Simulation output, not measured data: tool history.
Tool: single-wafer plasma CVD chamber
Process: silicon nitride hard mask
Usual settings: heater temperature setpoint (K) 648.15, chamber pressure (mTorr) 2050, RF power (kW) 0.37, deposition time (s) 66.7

run	day	heater temperature setpoint (K)	chamber pressure (mTorr)	RF power (kW)	deposition time (s)	wafers since the last listed run	hours since the last thermocouple change	hours since the last RF generator calibration	hours since the last manometer calibration	hours since the showerhead was replaced	hours since the gauge calibration	read-back reference wafer on the same gauge, thickness_nm	mean film thickness on the monitor wafer (Å)
1	0	659.15	2050	0.37	66.7	0	1645.8	445.2	2368.3	3314.2	444.9	102.337	856.2
2	1.612	656.15	2050	0.37	66.7	981	1684.5	483.9	2407	3352.9	483.6	102.418	856.56
3	3.817	656.15	2050	0.37	66.7	1341	1737.4	536.8	2459.9	3405.8	536.5	102.424	856.64
4	5.15	656.15	2050	0.37	66.7	811	1769.4	568.8	2491.9	3437.8	568.5	102.45	854.38
5	7.062	648.15	2050	0.37	66.7	1163	1815.3	614.7	2537.8	3483.7	614.4	102.46	856.17
6	8.679	648.15	2050	0.37	66.7	983	1854.1	653.5	2576.6	3522.5	653.2	102.423	857.54
7	11.188	648.15	2050	0.37	66.7	1526	1914.3	713.7	2636.8	3582.7	713.4	102.399	853.37
8	14.112	648.15	2050	0.37	66.7	1779	1984.5	783.9	2707	3652.9	783.6	102.318	852.37
# day 15.429: capacitance manometer re-zeroed and calibrated
9	16.55	648.15	2050	0.37	66.7	1280	2043	842.4	26.9	3711.4	842.1	102.328	879.53
# day 16.888: RF generator calibrated
10	17.558	648.15	2050	0.37	66.7	410	2067.2	16.1	51.1	3735.6	866.3	102.358	889.11
11	19.146	659.15	1610	0.37	66.7	965	2105.3	54.2	89.2	3773.7	904.4	102.42	827.56
# day 19.379: gauge calibrated
12	20.404	648.15	2270	0.41	73.4	765	2135.5	84.4	119.4	3803.9	24.6	102.37	1082.21
# day 23.221: showerhead replaced
13	23.242	648.15	2050	0.37	66.7	1523	2203.6	152.5	187.5	0.5	92.7	102.403	885.63
14	25.467	657.15	2050	0.37	66.7	1353	2257	205.9	240.9	53.9	146.1	102.377	881.29
15	26.833	648.15	2050	0.37	66.7	831	2289.8	238.7	273.7	86.7	178.9	102.432	882.24
16	28.875	648.15	2050	0.37	56.4	1242	2338.8	287.7	322.7	135.7	227.9	102.341	746.46
# day 32.308: thermocouple changed; heater temperature recalibrated
17	36.729	648.15	2340	0.43	66.7	4575	106.1	476.2	511.2	324.2	416.4	102.445	1017
18	38.596	653.15	2220	0.35	60.6	1135	150.9	521	556	369	461.2	102.415	778.1
19	40.162	648.15	2050	0.37	66.7	953	188.5	558.6	593.6	406.6	498.8	102.393	877.76
20	41.412	648.15	2200	0.37	70.7	760	218.5	588.6	623.6	436.6	528.8	102.371	948.28
21	43.946	648.15	2050	0.43	66.7	1541	279.3	649.4	684.4	497.4	589.6	102.403	980.37

Forecast each of these 4 alternatives for the next run:
A	43.962	648.15	2050	0.37	66.7	10	279.7	649.8	684.8	497.8	590	?	?
B	43.962	648.15	1710	0.37	66.7	10	279.7	649.8	684.8	497.8	590	?	?
C	43.962	648.15	2050	0.37	72.9	10	279.7	649.8	684.8	497.8	590	?	?
D	43.962	643.15	1550	0.37	66.7	10	279.7	649.8	684.8	497.8	590	?	?

run	read-back reference wafer on the same gauge, thickness_nm	mean film thickness on the monitor wafer (Å)
A	102.411	875.17
B	102.411	832.32
C	102.411	956.4
D	102.411	810.37
Without the tool's hidden state the same runs would have given:
run	mean film thickness on the monitor wafer (Å)
A	888.65
B	845.41
C	971.12
D	823.26
